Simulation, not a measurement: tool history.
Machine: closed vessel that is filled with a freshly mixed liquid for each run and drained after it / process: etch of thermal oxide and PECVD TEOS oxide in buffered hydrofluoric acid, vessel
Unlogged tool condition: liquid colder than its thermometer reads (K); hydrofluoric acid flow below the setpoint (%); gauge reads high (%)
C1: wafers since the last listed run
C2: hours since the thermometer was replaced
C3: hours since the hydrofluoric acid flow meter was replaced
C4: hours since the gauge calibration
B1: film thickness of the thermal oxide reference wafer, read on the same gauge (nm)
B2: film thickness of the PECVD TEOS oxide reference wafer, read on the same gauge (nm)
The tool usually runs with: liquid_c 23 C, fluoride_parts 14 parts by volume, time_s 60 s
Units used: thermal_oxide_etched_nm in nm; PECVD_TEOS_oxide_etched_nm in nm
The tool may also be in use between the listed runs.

Run 1, hour 0: usual settings; C1 0; C2 479.2; C3 931.8; C4 517.2; B1 103.1; B2 92.79. Result: thermal_oxide_etched_nm 48.08 nm, PECVD_TEOS_oxide_etched_nm 77.02 nm.
Run 2, hour 20.2: usual settings; C1 2704; C2 499.4; C3 952; C4 537.4; B1 103.19; B2 92.82. Result: thermal_oxide_etched_nm 48.86 nm, PECVD_TEOS_oxide_etched_nm 76.89 nm.
Run 3, hour 35.6: usual settings; C1 2061; C2 514.8; C3 967.4; C4 552.8; B1 103.16; B2 92.83. Result: thermal_oxide_etched_nm 48.68 nm, PECVD_TEOS_oxide_etched_nm 77.22 nm.
Run 4, hour 62.3: usual settings; C1 3574; C2 541.5; C3 994.1; C4 579.5; B1 103.24; B2 92.92. Result: thermal_oxide_etched_nm 48.46 nm, PECVD_TEOS_oxide_etched_nm 76.82 nm.
Run 5, hour 76.8: usual settings; C1 1941; C2 556; C3 1008.6; C4 594; B1 103.28; B2 92.92. Result: thermal_oxide_etched_nm 48.42 nm, PECVD_TEOS_oxide_etched_nm 76.72 nm.
Run 6, hour 94.9: usual settings but liquid_c 27.5 C, fluoride_parts 11 parts by volume, time_s 30 s; C1 2423; C2 574.1; C3 1026.7; C4 612.1; B1 103.27; B2 92.96. Result: thermal_oxide_etched_nm 39.02 nm, PECVD_TEOS_oxide_etched_nm 61.88 nm.
Run 7, hour 113.6: usual settings but liquid_c 25 C, time_s 45 s; C1 2503; C2 592.8; C3 1045.4; C4 630.8; B1 103.36; B2 92.97. Result: thermal_oxide_etched_nm 40.54 nm, PECVD_TEOS_oxide_etched_nm 64.24 nm.
At hour 128.5: thermometer replaced.
Run 8, hour 134.3: usual settings but liquid_c 25 C; C1 2637; C2 5.8; C3 1066.1; C4 651.5; B1 103.33; B2 93.04. Result: thermal_oxide_etched_nm 54.54 nm, PECVD_TEOS_oxide_etched_nm 86.31 nm.
At hour 138.3: hydrofluoric acid flow meter replaced.
Run 9, hour 160.5: usual settings; C1 3373; C2 32; C3 22.2; C4 677.7; B1 103.38; B2 93.04. Result: thermal_oxide_etched_nm 47.63 nm, PECVD_TEOS_oxide_etched_nm 76.71 nm.
Run 10, hour 192.5: usual settings but fluoride_parts 16 parts by volume, time_s 85 s; C1 4284; C2 64; C3 54.2; C4 709.7; B1 103.41; B2 93.05. Result: thermal_oxide_etched_nm 60.42 nm, PECVD_TEOS_oxide_etched_nm 95.02 nm.
At hour 218: gauge calibrated.
Run 11, hour 218.8: usual settings but liquid_c 24.5 C, fluoride_parts 10.5 parts by volume; C1 3521; C2 90.3; C3 80.5; C4 0.8; B1 100.32; B2 90.3. Result: thermal_oxide_etched_nm 66.61 nm, PECVD_TEOS_oxide_etched_nm 107.71 nm.
Run 12, hour 254.1: usual settings but time_s 85 s; C1 4726; C2 125.6; C3 115.8; C4 36.1; B1 100.74; B2 90.68. Result: thermal_oxide_etched_nm 66.67 nm, PECVD_TEOS_oxide_etched_nm 105.89 nm.
Run 13, hour 289.5: usual settings; C1 4739; C2 161; C3 151.2; C4 71.5; B1 101.12; B2 91.03. Result: thermal_oxide_etched_nm 46.46 nm, PECVD_TEOS_oxide_etched_nm 75.55 nm.
Run 14, hour 313.4: usual settings but liquid_c 21 C; C1 3199; C2 184.9; C3 175.1; C4 95.4; B1 101.35; B2 91.22. Result: thermal_oxide_etched_nm 42.13 nm, PECVD_TEOS_oxide_etched_nm 67.58 nm.
Run 15, hour 349.2: usual settings; C1 4793; C2 220.7; C3 210.9; C4 131.2; B1 101.64; B2 91.5. Result: thermal_oxide_etched_nm 47.27 nm, PECVD_TEOS_oxide_etched_nm 76 nm.
Run 16, hour 364.3: usual settings but liquid_c 20 C, time_s 35 s; C1 2021; C2 235.8; C3 226; C4 146.3; B1 101.76; B2 91.57. Result: thermal_oxide_etched_nm 23.33 nm, PECVD_TEOS_oxide_etched_nm 37.48 nm.
Run 17, hour 383: usual settings but liquid_c 19.5 C, fluoride_parts 11 parts by volume, time_s 45 s; C1 2503; C2 254.5; C3 244.7; C4 165; B1 101.93; B2 91.71. Result: thermal_oxide_etched_nm 36.96 nm, PECVD_TEOS_oxide_etched_nm 59.85 nm.
Run 18, hour 415.9: usual settings but liquid_c 21 C; C1 4404; C2 287.4; C3 277.6; C4 197.9; B1 102.17; B2 91.9. Result: thermal_oxide_etched_nm 42.92 nm, PECVD_TEOS_oxide_etched_nm 68.26 nm.
Run 19, hour 435.2: usual settings but liquid_c 25.5 C, fluoride_parts 18.5 parts by volume; C1 2583; C2 306.7; C3 296.9; C4 217.2; B1 102.23; B2 91.99. Result: thermal_oxide_etched_nm 41.72 nm, PECVD_TEOS_oxide_etched_nm 66.41 nm.
Run 20, hour 455.1: usual settings but fluoride_parts 18.5 parts by volume, time_s 40 s; C1 2664; C2 326.6; C3 316.8; C4 237.1; B1 102.34; B2 92.11. Result: thermal_oxide_etched_nm 23.82 nm, PECVD_TEOS_oxide_etched_nm 38.44 nm.
Run 21, hour 479: usual settings but liquid_c 25.5 C, fluoride_parts 11.5 parts by volume, time_s 70 s; C1 3199; C2 350.5; C3 340.7; C4 261; B1 102.49; B2 92.2. Result: thermal_oxide_etched_nm 78.21 nm, PECVD_TEOS_oxide_etched_nm 123.43 nm.
Run 22, hour 515.1: usual settings but liquid_c 26.5 C, fluoride_parts 18.5 parts by volume; C1 4833; C2 386.6; C3 376.8; C4 297.1; B1 102.67; B2 92.36. Result: thermal_oxide_etched_nm 43.53 nm, PECVD_TEOS_oxide_etched_nm 70.47 nm.
Run 23, hour 528.6: usual settings but fluoride_parts 10.5 parts by volume, time_s 75 s; C1 1807; C2 400.1; C3 390.3; C4 310.6; B1 102.71; B2 92.43. Result: thermal_oxide_etched_nm 79.62 nm, PECVD_TEOS_oxide_etched_nm 127.66 nm.
Run 24, hour 544.5: usual settings but liquid_c 18.5 C, fluoride_parts 9.5 parts by volume; C1 2128; C2 416; C3 406.2; C4 326.5; B1 102.76; B2 92.48. Result: thermal_oxide_etched_nm 54.36 nm, PECVD_TEOS_oxide_etched_nm 86.2 nm.
Run 25, hour 561: usual settings but liquid_c 18.5 C, fluoride_parts 19.5 parts by volume, time_s 35 s; C1 2209; C2 432.5; C3 422.7; C4 343; B1 102.82; B2 92.54. Result: thermal_oxide_etched_nm 15.8 nm, PECVD_TEOS_oxide_etched_nm 25 nm.
Run 26, hour 593: usual settings but fluoride_parts 12 parts by volume, time_s 45 s; C1 4284; C2 464.5; C3 454.7; C4 375; B1 102.94; B2 92.67. Result: thermal_oxide_etched_nm 41.96 nm, PECVD_TEOS_oxide_etched_nm 67.52 nm.

Consider 4 possible next runs. They are alternatives, not a sequence: every one starts from the tool as it was left by run 26. What does each give?
Run A, hour 593.7: usual settings but time_s 30 s; C1 93; C2 465.2; C3 455.4; C4 375.7; B1 ?; B2 ?. Result: thermal_oxide_etched_nm ?, PECVD_TEOS_oxide_etched_nm ?.
Run B, hour 593.7: usual settings but liquid_c 19.5 C, fluoride_parts 17.5 parts by volume, time_s 50 s; C1 93; C2 465.2; C3 455.4; C4 375.7; B1 ?; B2 ?. Result: thermal_oxide_etched_nm ?, PECVD_TEOS_oxide_etched_nm ?.
Run C, hour 593.7: usual settings but liquid_c 25 C, fluoride_parts 19.5 parts by volume; C1 93; C2 465.2; C3 455.4; C4 375.7; B1 ?; B2 ?. Result: thermal_oxide_etched_nm ?, PECVD_TEOS_oxide_etched_nm ?.
Run D, hour 593.7: usual settings but liquid_c 25.5 C, fluoride_parts 10 parts by volume, time_s 80 s; C1 93; C2 465.2; C3 455.4; C4 375.7; B1 ?; B2 ?. Result: thermal_oxide_etched_nm ?, PECVD_TEOS_oxide_etched_nm ?.

run      B1     B2  thermal_oxide_etched_nm  PECVD_TEOS_oxide_etched_nm
  A  102.94  92.67                    24.35                       38.55
  B  102.94  92.67                    26.82                       42.45
  C  102.94  92.67                    39.22                       62.07
  D  102.94  92.67                   103.38                      163.62
Take away the tool's hidden state, keep each run's random variation, and the runs would have read:
run  thermal_oxide_etched_nm  PECVD_TEOS_oxide_etched_nm
  A                    23.66                       37.44
  B                    26.06                       41.24
  C                    38.09                       60.29
  D                   100.42                      158.94
